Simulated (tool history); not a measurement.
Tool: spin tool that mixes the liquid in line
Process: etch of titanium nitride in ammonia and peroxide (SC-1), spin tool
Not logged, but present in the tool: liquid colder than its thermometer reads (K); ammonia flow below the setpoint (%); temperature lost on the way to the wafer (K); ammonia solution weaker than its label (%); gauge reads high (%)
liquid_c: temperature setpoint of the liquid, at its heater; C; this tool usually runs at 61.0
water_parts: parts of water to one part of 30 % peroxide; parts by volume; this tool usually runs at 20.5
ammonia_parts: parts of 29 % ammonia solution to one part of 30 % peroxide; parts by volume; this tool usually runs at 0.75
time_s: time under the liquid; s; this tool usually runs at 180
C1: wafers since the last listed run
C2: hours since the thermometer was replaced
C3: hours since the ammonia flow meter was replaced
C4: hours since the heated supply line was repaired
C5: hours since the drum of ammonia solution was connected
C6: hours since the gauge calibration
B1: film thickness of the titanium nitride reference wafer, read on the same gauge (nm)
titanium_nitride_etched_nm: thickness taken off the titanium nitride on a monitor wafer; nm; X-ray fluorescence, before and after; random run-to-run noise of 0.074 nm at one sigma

Run 1, hour 0.0: usual settings but ammonia_parts 0.45 parts by volume, time_s 260 s; C1 0; C2 121.5; C3 1196.1; C4 2041.9; C5 811.0; C6 1108.2; B1 115.95. Result: titanium_nitride_etched_nm 15.35 nm.
Run 2, hour 25.0: usual settings but ammonia_parts 0.45 parts by volume, time_s 260 s; C1 153; C2 146.5; C3 1221.1; C4 2066.9; C5 836.0; C6 1133.2; B1 116.01. Result: titanium_nitride_etched_nm 15.35 nm.
At hour 87.6: ammonia flow meter replaced.
Run 3, hour 135.1: usual settings but ammonia_parts 0.95 parts by volume; C1 668; C2 256.6; C3 47.5; C4 2177.0; C5 946.1; C6 1243.3; B1 116.23. Result: titanium_nitride_etched_nm 12.22 nm.
Run 4, hour 183.4: usual settings but time_s 270 s; C1 296; C2 304.9; C3 95.8; C4 2225.3; C5 994.4; C6 1291.6; B1 116.32. Result: titanium_nitride_etched_nm 17.36 nm.
Run 5, hour 234.0: usual settings but time_s 135 s; C1 310; C2 355.5; C3 146.4; C4 2275.9; C5 1045.0; C6 1342.2; B1 116.39. Result: titanium_nitride_etched_nm 8.80 nm.
Run 6, hour 287.5: usual settings; C1 327; C2 409.0; C3 199.9; C4 2329.4; C5 1098.5; C6 1395.7; B1 116.45. Result: titanium_nitride_etched_nm 11.73 nm.
At hour 318.4: new drum of ammonia solution connected.
Run 7, hour 342.4: usual settings but liquid_c 56.5 C, water_parts 26.0 parts by volume, ammonia_parts 1.05 parts by volume, time_s 285 s; C1 330; C2 463.9; C3 254.8; C4 2384.3; C5 24.0; C6 1450.6; B1 116.55. Result: titanium_nitride_etched_nm 13.03 nm.
Run 8, hour 374.9: usual settings but liquid_c 52.0 C; C1 199; C2 496.4; C3 287.3; C4 2416.8; C5 56.5; C6 1483.1; B1 116.59. Result: titanium_nitride_etched_nm 6.39 nm.
Run 9, hour 403.5: usual settings but water_parts 16.5 parts by volume; C1 175; C2 525.0; C3 315.9; C4 2445.4; C5 85.1; C6 1511.7; B1 116.61. Result: titanium_nitride_etched_nm 13.23 nm.
Run 10, hour 462.1: usual settings but liquid_c 70.0 C, ammonia_parts 0.90 parts by volume; C1 359; C2 583.6; C3 374.5; C4 2504.0; C5 143.7; C6 1570.3; B1 116.68. Result: titanium_nitride_etched_nm 21.70 nm.
At hour 520.9: heated supply line repaired.
Run 11, hour 521.8: usual settings but liquid_c 53.0 C, time_s 130 s; C1 359; C2 643.3; C3 434.2; C4 0.9; C5 203.4; C6 1630.0; B1 116.75. Result: titanium_nitride_etched_nm 4.93 nm.
At hour 562.0: gauge calibrated.
At hour 565.3: thermometer replaced.
Run 12, hour 570.4: usual settings but liquid_c 52.5 C, water_parts 23.5 parts by volume, ammonia_parts 0.55 parts by volume, time_s 150 s; C1 291; C2 5.1; C3 482.8; C4 49.5; C5 252.0; C6 8.4; B1 109.60. Result: titanium_nitride_etched_nm 4.57 nm.
Run 13, hour 595.1: usual settings but liquid_c 63.5 C, water_parts 12.0 parts by volume; C1 151; C2 29.8; C3 507.5; C4 74.2; C5 276.7; C6 33.1; B1 109.94. Result: titanium_nitride_etched_nm 17.57 nm.
Run 14, hour 643.7: usual settings but liquid_c 57.0 C, time_s 110 s; C1 297; C2 78.4; C3 556.1; C4 122.8; C5 325.3; C6 81.7; B1 110.56. Result: titanium_nitride_etched_nm 5.26 nm.
Run 15, hour 683.7: usual settings; C1 245; C2 118.4; C3 596.1; C4 162.8; C5 365.3; C6 121.7; B1 111.00. Result: titanium_nitride_etched_nm 11.26 nm.
Run 16, hour 750.6: usual settings but liquid_c 70.0 C, water_parts 13.5 parts by volume; C1 410; C2 185.3; C3 663.0; C4 229.7; C5 432.2; C6 188.6; B1 111.72. Result: titanium_nitride_etched_nm 24.95 nm.
Run 17, hour 870.5: usual settings; C1 735; C2 305.2; C3 782.9; C4 349.6; C5 552.1; C6 308.5; B1 112.83. Result: titanium_nitride_etched_nm 11.39 nm.
Run 18, hour 927.2: usual settings but ammonia_parts 0.50 parts by volume, time_s 105 s; C1 347; C2 361.9; C3 839.6; C4 406.3; C5 608.8; C6 365.2; B1 113.25. Result: titanium_nitride_etched_nm 6.19 nm.
Run 19, hour 961.0: usual settings; C1 207; C2 395.7; C3 873.4; C4 440.1; C5 642.6; C6 399.0; B1 113.51. Result: titanium_nitride_etched_nm 11.42 nm.
Run 20, hour 995.3: usual settings; C1 210; C2 430.0; C3 907.7; C4 474.4; C5 676.9; C6 433.3; B1 113.76. Result: titanium_nitride_etched_nm 11.43 nm.
Run 21, hour 1051.8: usual settings but liquid_c 56.0 C, water_parts 28.5 parts by volume, time_s 260 s; C1 346; C2 486.5; C3 964.2; C4 530.9; C5 733.4; C6 489.8; B1 114.09. Result: titanium_nitride_etched_nm 10.04 nm.
Run 22, hour 1108.3: usual settings but liquid_c 70.0 C, water_parts 25.5 parts by volume, ammonia_parts 0.45 parts by volume, time_s 145 s; C1 346; C2 543.0; C3 1020.7; C4 587.4; C5 789.9; C6 546.3; B1 114.44. Result: titanium_nitride_etched_nm 13.16 nm.
Run 23, hour 1159.8: usual settings; C1 315; C2 594.5; C3 1072.2; C4 638.9; C5 841.4; C6 597.8; B1 114.71. Result: titanium_nitride_etched_nm 11.59 nm.
At hour 1183.6: ammonia flow meter replaced.
Run 24, hour 1185.0: usual settings but liquid_c 69.0 C, water_parts 16.5 parts by volume, ammonia_parts 0.50 parts by volume, time_s 225 s; C1 148; C2 619.7; C3 1.4; C4 664.1; C5 866.6; C6 623.0; B1 114.83. Result: titanium_nitride_etched_nm 25.12 nm.

How the hidden state differs across the entries between the runs, from the last listed run before each to the first after it:
From run 2 to run 3: ammonia flow meter replaced (hour 87.6)
  gauge reads high (%): 5.46 -> 5.66
  difference, measured minus the result without the unlogged condition, titanium_nitride_etched_nm: +0.79 -> +0.66 nm
From run 6 to run 7: new drum of ammonia solution connected (hour 318.4)
  gauge reads high (%): 5.88 -> 5.94
  difference, measured minus the result without the unlogged condition, titanium_nitride_etched_nm: +0.65 -> +0.73 nm
From run 10 to run 11: heated supply line repaired (hour 520.9)
  gauge reads high (%): 6.07 -> 6.13
  difference, measured minus the result without the unlogged condition, titanium_nitride_etched_nm: +1.24 -> +0.28 nm
From run 11 to run 12: gauge calibrated (hour 562.0); thermometer replaced (hour 565.3)
  gauge reads high (%): 6.13 -> -0.356
  difference, measured minus the result without the unlogged condition, titanium_nitride_etched_nm: +0.28 -> -0.01 nm
From run 23 to run 24: ammonia flow meter replaced (hour 1183.6)
  gauge reads high (%): 4.29 -> 4.41
  difference, measured minus the result without the unlogged condition, titanium_nitride_etched_nm: +0.48 -> +1.06 nm
